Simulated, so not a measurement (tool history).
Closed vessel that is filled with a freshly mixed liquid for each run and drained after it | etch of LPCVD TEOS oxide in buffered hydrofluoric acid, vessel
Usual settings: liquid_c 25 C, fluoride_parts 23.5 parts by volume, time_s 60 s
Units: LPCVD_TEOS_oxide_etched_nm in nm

run	hour	liquid_c	fluoride_parts	time_s	read-back film thickness of the LPCVD TEOS oxide reference wafer, read on the same gauge (nm)	LPCVD_TEOS_oxide_etched_nm
1	0	25	23.5	60	100.57	53.07
2	18	25	23.5	60	100.65	53.38
3	41.8	25	23.5	60	100.81	53.5
4	68	25	23.5	60	100.91	53.5
5	91	25	23.5	60	100.96	53.3
6	105.2	25	23.5	60	100.99	53.23
# hour 120: hydrofluoric acid flow meter replaced
7	134.8	28	29	60	101.02	54.31
8	160.6	25	17.5	60	101.11	67.97
9	182.9	21	23.5	60	101.13	42.8
10	217.6	25	23.5	60	101.19	53.41
# hour 231.2: thermometer replaced
# hour 235.2: gauge calibrated
11	245	25	23.5	60	100.12	52.74
12	270.6	28.5	23.5	45	100.38	48.32
13	303.8	25	19.5	45	100.64	45.84
14	331	27	14.5	85	100.74	127.75

Forecast each of these 3 alternatives for the next run:
A	331.7	25	23.5	60	?	?
B	331.7	22	23.5	60	?	?
C	331.7	25	30	45	?	?

run	read-back film thickness of the LPCVD TEOS oxide reference wafer, read on the same gauge (nm)	LPCVD_TEOS_oxide_etched_nm
A	100.73	53.33
B	100.73	45.22
C	100.73	33.82
Without the tool's hidden state the same runs would have given:
run	LPCVD_TEOS_oxide_etched_nm
A	52.92
B	44.87
C	33.56

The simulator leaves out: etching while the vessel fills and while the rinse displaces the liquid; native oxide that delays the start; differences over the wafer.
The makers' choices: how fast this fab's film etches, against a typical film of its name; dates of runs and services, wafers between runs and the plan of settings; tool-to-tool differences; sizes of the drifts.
